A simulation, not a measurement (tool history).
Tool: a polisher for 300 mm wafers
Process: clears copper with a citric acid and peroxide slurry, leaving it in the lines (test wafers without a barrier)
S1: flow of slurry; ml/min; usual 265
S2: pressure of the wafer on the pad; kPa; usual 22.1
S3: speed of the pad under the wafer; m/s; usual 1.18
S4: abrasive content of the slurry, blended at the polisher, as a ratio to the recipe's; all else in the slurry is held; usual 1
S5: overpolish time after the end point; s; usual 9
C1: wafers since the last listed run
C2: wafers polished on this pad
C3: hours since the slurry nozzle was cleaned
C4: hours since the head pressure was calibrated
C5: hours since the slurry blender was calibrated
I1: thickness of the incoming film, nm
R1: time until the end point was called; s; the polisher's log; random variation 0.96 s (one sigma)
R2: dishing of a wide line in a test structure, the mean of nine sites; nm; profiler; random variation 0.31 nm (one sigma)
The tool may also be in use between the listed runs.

Run 1, hour 0: usual settings but S5 11 s; C1 0; C2 194; C3 400.8; C4 794.8; C5 103.3; I1 360.2. Result: R1 104.5 s, R2 22.7 nm.
Run 2, hour 28.9: usual settings but S5 11 s; C1 131; C2 325; C3 429.7; C4 823.7; C5 132.2; I1 357.8. Result: R1 106.1 s, R2 21.7 nm.
Run 3, hour 59.7: usual settings but S5 11 s; C1 139; C2 465; C3 460.5; C4 854.5; C5 163; I1 358.6. Result: R1 109.5 s, R2 21.9 nm.
At hour 88.3: slurry nozzle cleaned.
At hour 94.2: worn pad replaced by a new one.
Run 4, hour 94.7: usual settings; C1 136; C2 2; C3 6.4; C4 889.5; C5 198; I1 360.7. Result: R1 101.4 s, R2 20 nm.
Run 5, hour 120.5: usual settings; C1 117; C2 119; C3 32.2; C4 915.3; C5 223.8; I1 360. Result: R1 101 s, R2 20.6 nm.
Run 6, hour 148.2: usual settings; C1 125; C2 245; C3 59.9; C4 943; C5 251.5; I1 357.6. Result: R1 101.6 s, R2 20 nm.
Run 7, hour 165.1: usual settings; C1 76; C2 322; C3 76.8; C4 959.9; C5 268.4; I1 355.8. Result: R1 102.9 s, R2 20.2 nm.
Run 8, hour 187.8: usual settings; C1 103; C2 425; C3 99.5; C4 982.6; C5 291.1; I1 357.1. Result: R1 102.8 s, R2 19.8 nm.
Run 9, hour 207.9: usual settings; C1 91; C2 516; C3 119.6; C4 1002.7; C5 311.2; I1 359.4. Result: R1 105 s, R2 19.5 nm.
At hour 233.2: worn pad replaced by a new one.
Run 10, hour 241.7: usual settings; C1 135; C2 38; C3 153.4; C4 1036.5; C5 345; I1 355.7. Result: R1 100.2 s, R2 19.6 nm.
Run 11, hour 272.6: usual settings; C1 140; C2 179; C3 184.3; C4 1067.4; C5 375.9; I1 353.6. Result: R1 100.4 s, R2 20.2 nm.
Run 12, hour 286.4: usual settings; C1 62; C2 241; C3 198.1; C4 1081.2; C5 389.7; I1 350. Result: R1 100.5 s, R2 19.2 nm.
Run 13, hour 310.9: usual settings; C1 111; C2 353; C3 222.6; C4 1105.7; C5 414.2; I1 358.3. Result: R1 105.7 s, R2 19.5 nm.

Run 14 comes next. What will it give?
Run 14, hour 324.2: usual settings but S3 1.4 m/s; C1 60; C2 413; C3 235.9; C4 1119; C5 427.5; I1 356.5. Result: R1 ?, R2 ?.

Run 14 gave R1 90.4 s, R2 21.6 nm.
Without the tool's hidden state the same run would have given R1 84.3 s, R2 22.7 nm.
